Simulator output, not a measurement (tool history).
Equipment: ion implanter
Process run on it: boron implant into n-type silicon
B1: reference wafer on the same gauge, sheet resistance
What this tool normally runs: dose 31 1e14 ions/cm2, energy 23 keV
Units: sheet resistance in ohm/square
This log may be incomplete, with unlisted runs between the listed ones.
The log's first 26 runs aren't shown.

run 27 day=53.692 | dose=36.87 energy=17 | B1=55.49 | sheet_resistance=56.63
-- day=54.504 extraction supply calibrated
run 28 day=54.808 | dose=31 energy=16 | B1=55.53 | sheet_resistance=60.68
run 29 day=56.329 | dose=31 energy=23 | B1=55.44 | sheet_resistance=51.62
run 30 day=58.371 | dose=31 energy=15 | B1=55.5 | sheet_resistance=62.95
run 31 day=60.521 | dose=31 energy=23 | B1=55.52 | sheet_resistance=52.03
run 32 day=63.35 | dose=31 energy=23 | B1=55.53 | sheet_resistance=51.93
run 33 day=65.229 | dose=31 energy=23 | B1=55.56 | sheet_resistance=52.2
run 34 day=66.375 | dose=38.39 energy=16.5 | B1=55.46 | sheet_resistance=57.31
run 35 day=67.617 | dose=31 energy=23 | B1=55.48 | sheet_resistance=52.04
run 36 day=70.025 | dose=39.54 energy=23 | B1=55.53 | sheet_resistance=48.26

Predict each of these 5 candidate next runs independently; none follows another, all start after run 36:
run A day=70.042 | dose=36.42 energy=23 | B1=? | sheet_resistance=?
run B day=70.042 | dose=36.12 energy=28.5 | B1=? | sheet_resistance=?
run C day=70.042 | dose=39.79 energy=23 | B1=? | sheet_resistance=?
run D day=70.042 | dose=34.05 energy=23 | B1=? | sheet_resistance=?
run E day=70.042 | dose=22.56 energy=23 | B1=? | sheet_resistance=?

run=A B1=55.5 sheet_resistance=49.29
run=B B1=55.5 sheet_resistance=45.5
run=C B1=55.5 sheet_resistance=48.2
run=D B1=55.5 sheet_resistance=50.35
run=E B1=55.5 sheet_resistance=61.32
The same runs, with their run-to-run variation unchanged, on a tool lacking any hidden condition would have given:
run=A sheet_resistance=48.63
run=B sheet_resistance=44.67
run=C sheet_resistance=47.72
run=D sheet_resistance=49.53
run=E sheet_resistance=59.51

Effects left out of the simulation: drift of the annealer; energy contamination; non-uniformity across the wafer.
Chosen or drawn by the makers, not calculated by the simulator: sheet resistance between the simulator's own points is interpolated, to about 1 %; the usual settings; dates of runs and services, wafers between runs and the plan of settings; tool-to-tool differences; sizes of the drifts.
